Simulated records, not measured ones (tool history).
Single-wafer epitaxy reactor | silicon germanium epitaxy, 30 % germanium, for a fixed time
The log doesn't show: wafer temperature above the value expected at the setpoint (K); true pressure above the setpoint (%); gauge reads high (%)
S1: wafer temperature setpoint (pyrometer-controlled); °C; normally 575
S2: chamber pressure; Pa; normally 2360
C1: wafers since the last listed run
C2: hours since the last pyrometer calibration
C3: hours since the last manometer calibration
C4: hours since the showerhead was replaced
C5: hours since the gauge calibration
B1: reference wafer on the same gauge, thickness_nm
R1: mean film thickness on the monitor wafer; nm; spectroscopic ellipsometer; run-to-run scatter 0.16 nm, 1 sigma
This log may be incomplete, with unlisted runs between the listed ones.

{"run": 1, "hour": 0.0, "S1": 575, "S2": 2360, "C1": 0, "C2": 1484, "C3": 1254.8, "C4": 2273.9, "C5": 628.1, "B1": 33.785, "R1": 40.266}
{"run": 2, "hour": 57.3, "S1": 575, "S2": 2146, "C1": 858, "C2": 1541.3, "C3": 1312.1, "C4": 2331.2, "C5": 685.4, "B1": 33.786, "R1": 38.948}
{"run": 3, "hour": 93.9, "S1": 572, "S2": 2533, "C1": 548, "C2": 1577.9, "C3": 1348.7, "C4": 2367.8, "C5": 722, "B1": 33.802, "R1": 38.899}
{"run": 4, "hour": 155.4, "S1": 575, "S2": 2693, "C1": 921, "C2": 1639.4, "C3": 1410.2, "C4": 2429.3, "C5": 783.5, "B1": 33.814, "R1": 41.762}
{"hour": 224.3, "done": "pyrometer calibrated"}
{"run": 5, "hour": 224.8, "S1": 575, "S2": 2520, "C1": 919, "C2": 0.5, "C3": 1479.6, "C4": 2498.7, "C5": 852.9, "B1": 33.794, "R1": 40.918}
{"run": 6, "hour": 269.2, "S1": 575, "S2": 2106, "C1": 665, "C2": 44.9, "C3": 1524, "C4": 2543.1, "C5": 897.3, "B1": 33.78, "R1": 38.939}
{"hour": 294.6, "done": "showerhead replaced"}
{"run": 7, "hour": 325.8, "S1": 575, "S2": 2106, "C1": 728, "C2": 101.5, "C3": 1580.6, "C4": 31.2, "C5": 953.9, "B1": 33.763, "R1": 38.6}
{"run": 8, "hour": 370.7, "S1": 575, "S2": 2106, "C1": 672, "C2": 146.4, "C3": 1625.5, "C4": 76.1, "C5": 998.8, "B1": 33.803, "R1": 39.027}
{"run": 9, "hour": 407.0, "S1": 575, "S2": 2360, "C1": 543, "C2": 182.7, "C3": 1661.8, "C4": 112.4, "C5": 1035.1, "B1": 33.774, "R1": 40.029}
{"run": 10, "hour": 443.1, "S1": 575, "S2": 2360, "C1": 540, "C2": 218.8, "C3": 1697.9, "C4": 148.5, "C5": 1071.2, "B1": 33.807, "R1": 39.958}
{"hour": 473.6, "done": "gauge calibrated"}
{"run": 11, "hour": 513.1, "S1": 571, "S2": 2360, "C1": 1048, "C2": 288.8, "C3": 1767.9, "C4": 218.5, "C5": 39.5, "B1": 33.828, "R1": 37.743}
{"run": 12, "hour": 545.1, "S1": 571, "S2": 2360, "C1": 479, "C2": 320.8, "C3": 1799.9, "C4": 250.5, "C5": 71.5, "B1": 33.782, "R1": 37.507}
{"run": 13, "hour": 608.8, "S1": 575, "S2": 2360, "C1": 954, "C2": 384.5, "C3": 1863.6, "C4": 314.2, "C5": 135.2, "B1": 33.83, "R1": 40.207}
{"run": 14, "hour": 677.8, "S1": 580, "S2": 2013, "C1": 1033, "C2": 453.5, "C3": 1932.6, "C4": 383.2, "C5": 204.2, "B1": 33.78, "R1": 41.812}
{"run": 15, "hour": 702.2, "S1": 584, "S2": 2360, "C1": 365, "C2": 477.9, "C3": 1957, "C4": 407.6, "C5": 228.6, "B1": 33.772, "R1": 46.895}
{"run": 16, "hour": 759.6, "S1": 575, "S2": 2360, "C1": 859, "C2": 535.3, "C3": 2014.4, "C4": 465, "C5": 286, "B1": 33.793, "R1": 40.396}
{"run": 17, "hour": 788.4, "S1": 585, "S2": 2360, "C1": 431, "C2": 564.1, "C3": 2043.2, "C4": 493.8, "C5": 314.8, "B1": 33.8, "R1": 47.286}
{"run": 18, "hour": 814.6, "S1": 583, "S2": 1880, "C1": 392, "C2": 590.3, "C3": 2069.4, "C4": 520, "C5": 341, "B1": 33.777, "R1": 43.028}
{"run": 19, "hour": 841.1, "S1": 575, "S2": 2800, "C1": 397, "C2": 616.8, "C3": 2095.9, "C4": 546.5, "C5": 367.5, "B1": 33.795, "R1": 42.165}
{"run": 20, "hour": 902.1, "S1": 588, "S2": 2360, "C1": 913, "C2": 677.8, "C3": 2156.9, "C4": 607.5, "C5": 428.5, "B1": 33.785, "R1": 50.069}
{"run": 21, "hour": 936.0, "S1": 565, "S2": 2213, "C1": 507, "C2": 711.7, "C3": 2190.8, "C4": 641.4, "C5": 462.4, "B1": 33.786, "R1": 33.03}
{"run": 22, "hour": 973.5, "S1": 588, "S2": 2000, "C1": 561, "C2": 749.2, "C3": 2228.3, "C4": 678.9, "C5": 499.9, "B1": 33.806, "R1": 47.739}
{"run": 23, "hour": 1008.6, "S1": 583, "S2": 2360, "C1": 525, "C2": 784.3, "C3": 2263.4, "C4": 714, "C5": 535, "B1": 33.801, "R1": 46.217}
{"hour": 1039.1, "done": "capacitance manometer re-zeroed and calibrated"}
{"run": 24, "hour": 1052.4, "S1": 575, "S2": 2360, "C1": 536, "C2": 828.1, "C3": 13.3, "C4": 757.8, "C5": 578.8, "B1": 33.807, "R1": 40.425}
{"run": 25, "hour": 1094.8, "S1": 588, "S2": 2546, "C1": 635, "C2": 870.5, "C3": 55.7, "C4": 800.2, "C5": 621.2, "B1": 33.784, "R1": 51.326}
{"run": 26, "hour": 1119.7, "S1": 575, "S2": 2360, "C1": 373, "C2": 895.4, "C3": 80.6, "C4": 825.1, "C5": 646.1, "B1": 33.794, "R1": 40.348}
{"run": 27, "hour": 1172.8, "S1": 584, "S2": 2693, "C1": 795, "C2": 948.5, "C3": 133.7, "C4": 878.2, "C5": 699.2, "B1": 33.788, "R1": 48.63}
{"run": 28, "hour": 1235.0, "S1": 560, "S2": 2360, "C1": 931, "C2": 1010.7, "C3": 195.9, "C4": 940.4, "C5": 761.4, "B1": 33.805, "R1": 30.722}
{"run": 29, "hour": 1303.3, "S1": 563, "S2": 2693, "C1": 1023, "C2": 1079, "C3": 264.2, "C4": 1008.7, "C5": 829.7, "B1": 33.811, "R1": 34.225}
{"run": 30, "hour": 1435.5, "S1": 579, "S2": 2853, "C1": 1980, "C2": 1211.2, "C3": 396.4, "C4": 1140.9, "C5": 961.9, "B1": 33.788, "R1": 45.508}
{"run": 31, "hour": 1464.3, "S1": 567, "S2": 2000, "C1": 431, "C2": 1240, "C3": 425.2, "C4": 1169.7, "C5": 990.7, "B1": 33.778, "R1": 33.252}
{"run": 32, "hour": 1530.1, "S1": 563, "S2": 2933, "C1": 985, "C2": 1305.8, "C3": 491, "C4": 1235.5, "C5": 1056.5, "B1": 33.809, "R1": 34.924}
{"run": 33, "hour": 1562.1, "S1": 575, "S2": 2360, "C1": 479, "C2": 1337.8, "C3": 523, "C4": 1267.5, "C5": 1088.5, "B1": 33.82, "R1": 40.123}
{"run": 34, "hour": 1600.5, "S1": 575, "S2": 2626, "C1": 575, "C2": 1376.2, "C3": 561.4, "C4": 1305.9, "C5": 1126.9, "B1": 33.789, "R1": 41.764}
{"run": 35, "hour": 1657.6, "S1": 563, "S2": 1960, "C1": 855, "C2": 1433.3, "C3": 618.5, "C4": 1363, "C5": 1184, "B1": 33.826, "R1": 30.99}
{"hour": 1677.4, "done": "pyrometer calibrated"}
{"hour": 1715.2, "done": "gauge calibrated"}
{"run": 36, "hour": 1718.5, "S1": 575, "S2": 2360, "C1": 792, "C2": 41.1, "C3": 679.4, "C4": 1423.9, "C5": 3.3, "B1": 33.775, "R1": 40.196}

3 options for the next run, each taken on its own from the tool as it stands now. Forecast them:
{"run": "A", "hour": 1718.9, "S1": 575, "S2": 2360, "C1": 5, "C2": 41.5, "C3": 679.8, "C4": 1424.3, "C5": 3.7, "B1": "?", "R1": "?"}
{"run": "B", "hour": 1718.9, "S1": 575, "S2": 2573, "C1": 5, "C2": 41.5, "C3": 679.8, "C4": 1424.3, "C5": 3.7, "B1": "?", "R1": "?"}
{"run": "C", "hour": 1718.9, "S1": 567, "S2": 2360, "C1": 5, "C2": 41.5, "C3": 679.8, "C4": 1424.3, "C5": 3.7, "B1": "?", "R1": "?"}

run=A B1=33.802 R1=40.578
run=B B1=33.802 R1=41.656
run=C B1=33.802 R1=35.368
Stripped of hidden state, with their random variation kept, the same runs would have yielded:
run=A R1=40.578
run=B R1=41.656
run=C R1=35.368

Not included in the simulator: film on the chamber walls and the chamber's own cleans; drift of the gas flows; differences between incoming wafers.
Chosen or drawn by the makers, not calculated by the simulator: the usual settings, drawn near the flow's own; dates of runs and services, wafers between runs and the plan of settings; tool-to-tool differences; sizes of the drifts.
